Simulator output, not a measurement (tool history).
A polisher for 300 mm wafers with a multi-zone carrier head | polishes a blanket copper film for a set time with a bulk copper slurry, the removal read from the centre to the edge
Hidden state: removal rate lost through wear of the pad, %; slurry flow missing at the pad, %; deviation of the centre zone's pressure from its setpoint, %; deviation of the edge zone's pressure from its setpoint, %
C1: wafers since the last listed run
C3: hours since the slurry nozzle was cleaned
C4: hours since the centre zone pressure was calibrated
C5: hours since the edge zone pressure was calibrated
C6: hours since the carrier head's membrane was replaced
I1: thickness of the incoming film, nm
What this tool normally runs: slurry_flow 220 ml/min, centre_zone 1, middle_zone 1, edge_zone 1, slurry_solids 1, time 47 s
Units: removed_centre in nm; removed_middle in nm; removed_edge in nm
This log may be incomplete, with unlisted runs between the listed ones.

{"run": 1, "day": 0.0, "slurry_flow": 245, "centre_zone": 1, "middle_zone": 1, "edge_zone": 1, "slurry_solids": 1, "time": 57, "C1": 0, "wafers polished on this pad": 791, "C3": 782.8, "C4": 617.9, "C5": 1145.8, "C6": 1646.7, "I1": 4305.8, "removed_centre": 487.6, "removed_middle": 465, "removed_edge": 479.5}
{"run": 2, "day": 0.379, "slurry_flow": 220, "centre_zone": 1, "middle_zone": 1, "edge_zone": 1, "slurry_solids": 1, "time": 47, "C1": 134, "wafers polished on this pad": 926, "C3": 791.9, "C4": 627, "C5": 1154.9, "C6": 1655.8, "I1": 4349.6, "removed_centre": 381.7, "removed_middle": 379.1, "removed_edge": 381.9}
{"run": 3, "day": 0.742, "slurry_flow": 220, "centre_zone": 1, "middle_zone": 1, "edge_zone": 1, "slurry_solids": 1, "time": 47, "C1": 128, "wafers polished on this pad": 1054, "C3": 800.6, "C4": 635.7, "C5": 1163.6, "C6": 1664.5, "I1": 4225.7, "removed_centre": 378.3, "removed_middle": 372.4, "removed_edge": 379.4}
{"day": 0.912, "done": "worn pad replaced by a new one"}
{"run": 4, "day": 1.525, "slurry_flow": 220, "centre_zone": 1, "middle_zone": 1, "edge_zone": 1, "slurry_solids": 1, "time": 47, "C1": 218, "wafers polished on this pad": 216, "C3": 819.4, "C4": 654.5, "C5": 1182.4, "C6": 1683.3, "I1": 4253.8, "removed_centre": 425.5, "removed_middle": 415.5, "removed_edge": 424.9}
{"run": 5, "day": 2.062, "slurry_flow": 220, "centre_zone": 1, "middle_zone": 1.05, "edge_zone": 1, "slurry_solids": 1, "time": 47, "C1": 190, "wafers polished on this pad": 407, "C3": 832.3, "C4": 667.4, "C5": 1195.3, "C6": 1696.2, "I1": 4224.6, "removed_centre": 420.6, "removed_middle": 419.8, "removed_edge": 418.1}
{"run": 6, "day": 2.354, "slurry_flow": 220, "centre_zone": 1, "middle_zone": 1.05, "edge_zone": 1, "slurry_solids": 1, "time": 47, "C1": 103, "wafers polished on this pad": 511, "C3": 839.3, "C4": 674.4, "C5": 1202.3, "C6": 1703.2, "I1": 4369, "removed_centre": 403.9, "removed_middle": 421.4, "removed_edge": 411.4}
{"run": 7, "day": 2.958, "slurry_flow": 220, "centre_zone": 1, "middle_zone": 1.05, "edge_zone": 1, "slurry_solids": 1, "time": 47, "C1": 214, "wafers polished on this pad": 725, "C3": 853.8, "C4": 688.9, "C5": 1216.8, "C6": 1717.7, "I1": 4258.9, "removed_centre": 407.2, "removed_middle": 405.8, "removed_edge": 402.7}
{"run": 8, "day": 3.646, "slurry_flow": 175, "centre_zone": 1, "middle_zone": 1, "edge_zone": 1, "slurry_solids": 1, "time": 47, "C1": 243, "wafers polished on this pad": 969, "C3": 870.3, "C4": 705.4, "C5": 1233.3, "C6": 1734.2, "I1": 4361.3, "removed_centre": 364.8, "removed_middle": 368.1, "removed_edge": 379}
{"day": 3.975, "done": "worn pad replaced by a new one"}
{"run": 9, "day": 3.996, "slurry_flow": 175, "centre_zone": 1, "middle_zone": 1, "edge_zone": 1, "slurry_solids": 1, "time": 47, "C1": 65, "wafers polished on this pad": 7, "C3": 878.7, "C4": 713.8, "C5": 1241.7, "C6": 1742.6, "I1": 4218.8, "removed_centre": 413.7, "removed_middle": 397.5, "removed_edge": 417.8}
{"run": 10, "day": 4.238, "slurry_flow": 220, "centre_zone": 1, "middle_zone": 1, "edge_zone": 1, "slurry_solids": 1.25, "time": 47, "C1": 85, "wafers polished on this pad": 93, "C3": 884.5, "C4": 719.6, "C5": 1247.5, "C6": 1748.4, "I1": 4304.2, "removed_centre": 433.5, "removed_middle": 433.9, "removed_edge": 441.3}
{"run": 11, "day": 4.554, "slurry_flow": 220, "centre_zone": 0.94, "middle_zone": 1, "edge_zone": 1, "slurry_solids": 1.2, "time": 40, "C1": 112, "wafers polished on this pad": 206, "C3": 892.1, "C4": 727.2, "C5": 1255.1, "C6": 1756, "I1": 4325.3, "removed_centre": 337.5, "removed_middle": 365.9, "removed_edge": 368.7}
{"day": 4.929, "done": "slurry nozzle cleaned"}
{"run": 12, "day": 5.996, "slurry_flow": 220, "centre_zone": 1.09, "middle_zone": 1, "edge_zone": 1, "slurry_solids": 1, "time": 47, "C1": 496, "wafers polished on this pad": 702, "C3": 25.6, "C4": 761.8, "C5": 1289.7, "C6": 1790.6, "I1": 4274.5, "removed_centre": 436.9, "removed_middle": 385.3, "removed_edge": 390}
{"run": 13, "day": 6.404, "slurry_flow": 220, "centre_zone": 1, "middle_zone": 1, "edge_zone": 1, "slurry_solids": 1, "time": 56, "C1": 144, "wafers polished on this pad": 847, "C3": 35.4, "C4": 771.6, "C5": 1299.5, "C6": 1800.4, "I1": 4240.2, "removed_centre": 459.8, "removed_middle": 449.2, "removed_edge": 460.4}
{"run": 14, "day": 6.846, "slurry_flow": 220, "centre_zone": 0.95, "middle_zone": 1, "edge_zone": 1, "slurry_solids": 1, "time": 60, "C1": 156, "wafers polished on this pad": 1004, "C3": 46, "C4": 782.2, "C5": 1310.1, "C6": 1811, "I1": 4328.5, "removed_centre": 460.6, "removed_middle": 472.9, "removed_edge": 479.8}
{"day": 7.242, "done": "centre zone pressure recalibrated"}
{"day": 7.438, "done": "worn pad replaced by a new one"}
{"run": 15, "day": 8.046, "slurry_flow": 220, "centre_zone": 1, "middle_zone": 1, "edge_zone": 0.89, "slurry_solids": 1, "time": 47, "C1": 337, "wafers polished on this pad": 215, "C3": 74.8, "C4": 19.3, "C5": 1338.9, "C6": 1839.8, "I1": 4293.9, "removed_centre": 412, "removed_middle": 400.2, "removed_edge": 398.3}
{"day": 8.133, "done": "edge zone pressure recalibrated"}
{"run": 16, "day": 8.496, "slurry_flow": 220, "centre_zone": 1, "middle_zone": 1, "edge_zone": 1.06, "slurry_solids": 1, "time": 47, "C1": 130, "wafers polished on this pad": 345, "C3": 85.6, "C4": 30.1, "C5": 8.7, "C6": 1850.6, "I1": 4278.2, "removed_centre": 411.6, "removed_middle": 396.2, "removed_edge": 418.2}
{"run": 17, "day": 8.875, "slurry_flow": 220, "centre_zone": 1, "middle_zone": 1, "edge_zone": 1, "slurry_solids": 1, "time": 47, "C1": 134, "wafers polished on this pad": 480, "C3": 94.7, "C4": 39.2, "C5": 17.8, "C6": 1859.7, "I1": 4356.7, "removed_centre": 399.8, "removed_middle": 386.2, "removed_edge": 403.3}
{"day": 9.35, "done": "carrier head's membrane replaced by a new one"}
{"run": 18, "day": 9.492, "slurry_flow": 220, "centre_zone": 1, "middle_zone": 1, "edge_zone": 1, "slurry_solids": 1, "time": 47, "C1": 144, "wafers polished on this pad": 625, "C3": 109.5, "C4": 54, "C5": 32.6, "C6": 3.4, "I1": 4241.5, "removed_centre": 383.9, "removed_middle": 379.1, "removed_edge": 388.1}
{"day": 10.129, "done": "worn pad replaced by a new one"}
{"run": 19, "day": 11.446, "slurry_flow": 220, "centre_zone": 1, "middle_zone": 1.08, "edge_zone": 1, "slurry_solids": 1, "time": 41, "C1": 634, "wafers polished on this pad": 467, "C3": 156.4, "C4": 100.9, "C5": 79.5, "C6": 50.3, "I1": 4280.5, "removed_centre": 353.9, "removed_middle": 370, "removed_edge": 354.8}
{"day": 12.808, "done": "worn pad replaced by a new one"}
{"run": 20, "day": 13.05, "slurry_flow": 220, "centre_zone": 1, "middle_zone": 1, "edge_zone": 1, "slurry_solids": 0.7, "time": 47, "C1": 510, "wafers polished on this pad": 85, "C3": 194.9, "C4": 139.4, "C5": 118, "C6": 88.8, "I1": 4381.5, "removed_centre": 394.3, "removed_middle": 388.5, "removed_edge": 396}
{"run": 21, "day": 13.408, "slurry_flow": 220, "centre_zone": 1, "middle_zone": 0.93, "edge_zone": 1, "slurry_solids": 0.85, "time": 58, "C1": 127, "wafers polished on this pad": 212, "C3": 203.5, "C4": 148, "C5": 126.6, "C6": 97.4, "I1": 4323.5, "removed_centre": 504.7, "removed_middle": 461.3, "removed_edge": 498.7}
{"run": 22, "day": 13.758, "slurry_flow": 220, "centre_zone": 1, "middle_zone": 1, "edge_zone": 0.94, "slurry_solids": 1, "time": 58, "C1": 124, "wafers polished on this pad": 336, "C3": 211.9, "C4": 156.4, "C5": 135, "C6": 105.8, "I1": 4315.9, "removed_centre": 510.4, "removed_middle": 496.1, "removed_edge": 488.8}

Pick out some run-to-run changes in removed_centre. Of each, how much would a tool without hidden state show as well, from the settings, what came in and chance, and how much is left for the hidden state and any gauge scatter not in both results compared?
Run 1 -> 2: slurry_flow 245 -> 220, time 57 -> 47. removed_centre -105.9 nm: hidden state +5, all else -110.9.
Run 3 -> 4: worn pad replaced by a new one. removed_centre +47.2 nm: hidden state +46.5, all else +0.7.
Run 14 -> 15: centre_zone 0.95 -> 1, edge_zone 1 -> 0.89, time 60 -> 47, centre zone pressure recalibrated, worn pad replaced by a new one. removed_centre -48.6 nm: hidden state +47.2, all else -95.8.
Run 20 -> 21: middle_zone 1 -> 0.93, slurry_solids 0.7 -> 0.85, time 47 -> 58. removed_centre +110.4 nm: hidden state -11.3, all else +121.7.
